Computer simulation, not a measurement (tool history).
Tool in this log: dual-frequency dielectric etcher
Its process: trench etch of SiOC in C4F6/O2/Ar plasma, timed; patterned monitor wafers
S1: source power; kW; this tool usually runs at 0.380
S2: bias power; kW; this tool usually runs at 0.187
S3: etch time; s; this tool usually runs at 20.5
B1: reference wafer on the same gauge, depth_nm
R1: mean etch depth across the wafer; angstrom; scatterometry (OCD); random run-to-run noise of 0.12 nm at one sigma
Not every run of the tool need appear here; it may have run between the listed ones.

{"run": 1, "day": 0.0, "S1": 0.38, "S2": 0.187, "S3": 20.5, "B1": 38.55, "R1": 429.2}
{"run": 2, "day": 0.838, "S1": 0.38, "S2": 0.187, "S3": 20.5, "B1": 38.5, "R1": 426.7}
{"run": 3, "day": 2.008, "S1": 0.38, "S2": 0.187, "S3": 20.5, "B1": 38.48, "R1": 427.8}
{"run": 4, "day": 2.954, "S1": 0.38, "S2": 0.187, "S3": 20.5, "B1": 38.48, "R1": 425.2}
{"run": 5, "day": 4.183, "S1": 0.38, "S2": 0.187, "S3": 20.5, "B1": 38.47, "R1": 422.3}
{"day": 4.462, "done": "bias power generator calibrated"}
{"run": 6, "day": 5.146, "S1": 0.38, "S2": 0.187, "S3": 20.5, "B1": 38.52, "R1": 424.5}
{"run": 7, "day": 5.75, "S1": 0.38, "S2": 0.187, "S3": 20.5, "B1": 38.55, "R1": 425.9}
{"day": 7.3, "done": "wet clean of the chamber"}
{"run": 8, "day": 7.321, "S1": 0.38, "S2": 0.187, "S3": 20.5, "B1": 38.48, "R1": 433.6}
{"day": 7.438, "done": "gauge calibrated"}
{"run": 9, "day": 7.638, "S1": 0.38, "S2": 0.187, "S3": 20.5, "B1": 38.52, "R1": 433.1}
{"run": 10, "day": 8.242, "S1": 0.38, "S2": 0.187, "S3": 18.5, "B1": 38.48, "R1": 390.2}
{"run": 11, "day": 8.75, "S1": 0.29, "S2": 0.187, "S3": 20.5, "B1": 38.47, "R1": 400.3}
{"run": 12, "day": 10.225, "S1": 0.46, "S2": 0.217, "S3": 16.0, "B1": 38.52, "R1": 376.9}
{"run": 13, "day": 10.9, "S1": 0.38, "S2": 0.187, "S3": 20.5, "B1": 38.48, "R1": 430.5}
{"run": 14, "day": 11.821, "S1": 0.32, "S2": 0.173, "S3": 14.5, "B1": 38.52, "R1": 281.6}
{"run": 15, "day": 12.621, "S1": 0.38, "S2": 0.187, "S3": 20.5, "B1": 38.52, "R1": 432.4}
{"run": 16, "day": 13.392, "S1": 0.38, "S2": 0.187, "S3": 20.5, "B1": 38.52, "R1": 432.4}
{"run": 17, "day": 14.438, "S1": 0.38, "S2": 0.187, "S3": 18.0, "B1": 38.5, "R1": 380.3}
{"run": 18, "day": 15.262, "S1": 0.32, "S2": 0.221, "S3": 20.5, "B1": 38.48, "R1": 436.1}
{"run": 19, "day": 15.912, "S1": 0.38, "S2": 0.187, "S3": 25.0, "B1": 38.52, "R1": 526.0}
{"day": 16.179, "done": "source power generator calibrated"}
{"run": 20, "day": 17.029, "S1": 0.31, "S2": 0.15, "S3": 18.5, "B1": 38.53, "R1": 334.2}
{"day": 18.788, "done": "upper electrode replaced"}
{"run": 21, "day": 18.808, "S1": 0.38, "S2": 0.187, "S3": 20.5, "B1": 38.48, "R1": 430.2}
{"run": 22, "day": 19.304, "S1": 0.38, "S2": 0.208, "S3": 20.5, "B1": 38.54, "R1": 447.0}
{"run": 23, "day": 20.675, "S1": 0.42, "S2": 0.223, "S3": 23.0, "B1": 38.51, "R1": 530.3}
{"run": 24, "day": 21.567, "S1": 0.38, "S2": 0.187, "S3": 20.5, "B1": 38.51, "R1": 428.4}
{"run": 25, "day": 22.846, "S1": 0.38, "S2": 0.187, "S3": 20.5, "B1": 38.5, "R1": 428.7}
{"run": 26, "day": 23.638, "S1": 0.38, "S2": 0.202, "S3": 25.5, "B1": 38.52, "R1": 550.6}
{"run": 27, "day": 24.262, "S1": 0.42, "S2": 0.167, "S3": 17.5, "B1": 38.5, "R1": 359.1}
{"run": 28, "day": 25.508, "S1": 0.28, "S2": 0.165, "S3": 20.5, "B1": 38.49, "R1": 372.7}
{"run": 29, "day": 26.708, "S1": 0.47, "S2": 0.22, "S3": 26.0, "B1": 38.5, "R1": 611.3}
{"run": 30, "day": 27.938, "S1": 0.38, "S2": 0.187, "S3": 22.0, "B1": 38.47, "R1": 457.4}

Alternative continuations, all from the tool just after run 30; predict every row:
{"run": "A", "day": 27.954, "S1": 0.38, "S2": 0.187, "S3": 20.5, "B1": "?", "R1": "?"}
{"run": "B", "day": 27.954, "S1": 0.48, "S2": 0.232, "S3": 17.0, "B1": "?", "R1": "?"}
{"run": "C", "day": 27.954, "S1": 0.42, "S2": 0.187, "S3": 20.5, "B1": "?", "R1": "?"}
{"run": "D", "day": 27.954, "S1": 0.38, "S2": 0.213, "S3": 14.5, "B1": "?", "R1": "?"}

run=A B1=38.49 R1=424.3
run=B B1=38.49 R1=410.9
run=C B1=38.49 R1=437.4
run=D B1=38.49 R1=315.8
Take away the tool's hidden state, keep each run's random variation, and the runs would have read:
run=A R1=431.8
run=B R1=418.2
run=C R1=445.1
run=D R1=321.4

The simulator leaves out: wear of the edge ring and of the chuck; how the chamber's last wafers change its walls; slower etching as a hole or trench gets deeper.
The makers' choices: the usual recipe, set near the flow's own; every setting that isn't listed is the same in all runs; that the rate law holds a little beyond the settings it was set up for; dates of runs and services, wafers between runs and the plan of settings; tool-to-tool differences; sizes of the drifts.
